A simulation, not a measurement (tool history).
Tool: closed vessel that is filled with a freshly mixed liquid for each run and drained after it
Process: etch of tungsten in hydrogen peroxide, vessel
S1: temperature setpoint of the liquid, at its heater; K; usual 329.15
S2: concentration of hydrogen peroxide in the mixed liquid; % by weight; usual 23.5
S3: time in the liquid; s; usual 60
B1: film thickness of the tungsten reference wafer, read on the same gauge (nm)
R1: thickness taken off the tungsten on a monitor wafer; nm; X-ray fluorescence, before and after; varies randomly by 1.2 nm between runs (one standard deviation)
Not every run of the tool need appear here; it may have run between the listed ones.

{"run": 1, "day": 0.0, "S1": 324.15, "S2": 23.5, "S3": 60, "B1": 150.01, "R1": 176.71}
{"day": 0.45, "done": "thermometer replaced"}
{"run": 2, "day": 4.462, "S1": 329.15, "S2": 23.5, "S3": 60, "B1": 150.04, "R1": 223.34}
{"run": 3, "day": 7.417, "S1": 329.15, "S2": 23.5, "S3": 60, "B1": 149.98, "R1": 224.81}
{"day": 9.758, "done": "gauge calibrated"}
{"run": 4, "day": 10.762, "S1": 329.15, "S2": 23.5, "S3": 60, "B1": 150.02, "R1": 227.54}
{"day": 13.779, "done": "new drum of peroxide connected"}
{"run": 5, "day": 13.929, "S1": 329.15, "S2": 23.5, "S3": 60, "B1": 150.02, "R1": 228.07}
{"run": 6, "day": 18.238, "S1": 329.15, "S2": 29, "S3": 85, "B1": 149.99, "R1": 360.56}
{"run": 7, "day": 22.488, "S1": 329.15, "S2": 29, "S3": 85, "B1": 150.02, "R1": 369.99}
{"run": 8, "day": 25.846, "S1": 332.15, "S2": 23.5, "S3": 60, "B1": 149.96, "R1": 278.83}
{"run": 9, "day": 29.729, "S1": 329.15, "S2": 23.5, "S3": 60, "B1": 150, "R1": 235.75}
{"run": 10, "day": 33.996, "S1": 329.15, "S2": 23.5, "S3": 60, "B1": 149.99, "R1": 236.66}
{"run": 11, "day": 37.346, "S1": 336.65, "S2": 28.5, "S3": 40, "B1": 150.03, "R1": 270.46}
{"run": 12, "day": 38.979, "S1": 329.15, "S2": 23.5, "S3": 60, "B1": 150, "R1": 240.58}
{"day": 40.65, "done": "thermometer replaced"}
{"day": 40.796, "done": "peroxide flow meter replaced"}
{"run": 13, "day": 40.829, "S1": 329.15, "S2": 23.5, "S3": 60, "B1": 150.02, "R1": 222.41}
{"day": 43.975, "done": "new drum of peroxide connected"}
{"run": 14, "day": 44.312, "S1": 324.15, "S2": 23.5, "S3": 60, "B1": 149.99, "R1": 165.35}
{"run": 15, "day": 46.917, "S1": 329.15, "S2": 19, "S3": 85, "B1": 150, "R1": 285.26}
{"run": 16, "day": 49.958, "S1": 338.65, "S2": 23.5, "S3": 85, "B1": 149.99, "R1": 554.1}
{"run": 17, "day": 53.521, "S1": 334.65, "S2": 23.5, "S3": 60, "B1": 149.99, "R1": 311.71}
{"run": 18, "day": 57.538, "S1": 319.65, "S2": 23.5, "S3": 50, "B1": 150.01, "R1": 107.64}
{"run": 19, "day": 60.054, "S1": 329.15, "S2": 23.5, "S3": 40, "B1": 150.01, "R1": 153.18}
{"run": 20, "day": 62.804, "S1": 324.15, "S2": 30, "S3": 60, "B1": 149.97, "R1": 194.14}
{"run": 21, "day": 65.133, "S1": 329.15, "S2": 23.5, "S3": 60, "B1": 149.98, "R1": 232.03}
{"run": 22, "day": 67.458, "S1": 323.65, "S2": 23.5, "S3": 45, "B1": 150.03, "R1": 125.27}
{"day": 70.383, "done": "new drum of peroxide connected"}
{"run": 23, "day": 71.829, "S1": 334.65, "S2": 23.5, "S3": 60, "B1": 150.01, "R1": 323.32}
{"run": 24, "day": 73.75, "S1": 320.15, "S2": 23.5, "S3": 60, "B1": 150.06, "R1": 137.85}
{"run": 25, "day": 76.825, "S1": 332.15, "S2": 29, "S3": 70, "B1": 150, "R1": 369.71}
{"run": 26, "day": 80.158, "S1": 329.15, "S2": 17.5, "S3": 75, "B1": 150.01, "R1": 256.71}
{"day": 80.983, "done": "thermometer replaced"}
{"run": 27, "day": 83.446, "S1": 323.65, "S2": 20.5, "S3": 60, "B1": 150.03, "R1": 151.42}
{"day": 84.467, "done": "gauge calibrated"}
{"day": 91.312, "done": "peroxide flow meter replaced"}
{"run": 28, "day": 95.288, "S1": 329.15, "S2": 23.5, "S3": 60, "B1": 149.96, "R1": 228.54}
{"day": 95.729, "done": "new drum of peroxide connected"}
{"run": 29, "day": 98.079, "S1": 319.15, "S2": 17.5, "S3": 60, "B1": 150.01, "R1": 108.51}
{"run": 30, "day": 100.279, "S1": 329.15, "S2": 23.5, "S3": 60, "B1": 150, "R1": 229.51}
{"run": 31, "day": 101.858, "S1": 319.65, "S2": 21, "S3": 85, "B1": 150.03, "R1": 174.2}

Branching from run 31: 3 alternative next runs. What would each branch give?
{"run": "A", "day": 101.888, "S1": 329.15, "S2": 23.5, "S3": 60, "B1": "?", "R1": "?"}
{"run": "B", "day": 101.888, "S1": 320.65, "S2": 23.5, "S3": 60, "B1": "?", "R1": "?"}
{"run": "C", "day": 101.888, "S1": 339.15, "S2": 28.5, "S3": 70, "B1": "?", "R1": "?"}

run=A B1=150.01 R1=230.32
run=B B1=150.01 R1=138.11
run=C B1=150.01 R1=522.7
Take away the tool's hidden state, keep each run's random variation, and the runs would have read:
run=A R1=219.36
run=B R1=131.2
run=C R1=499.23
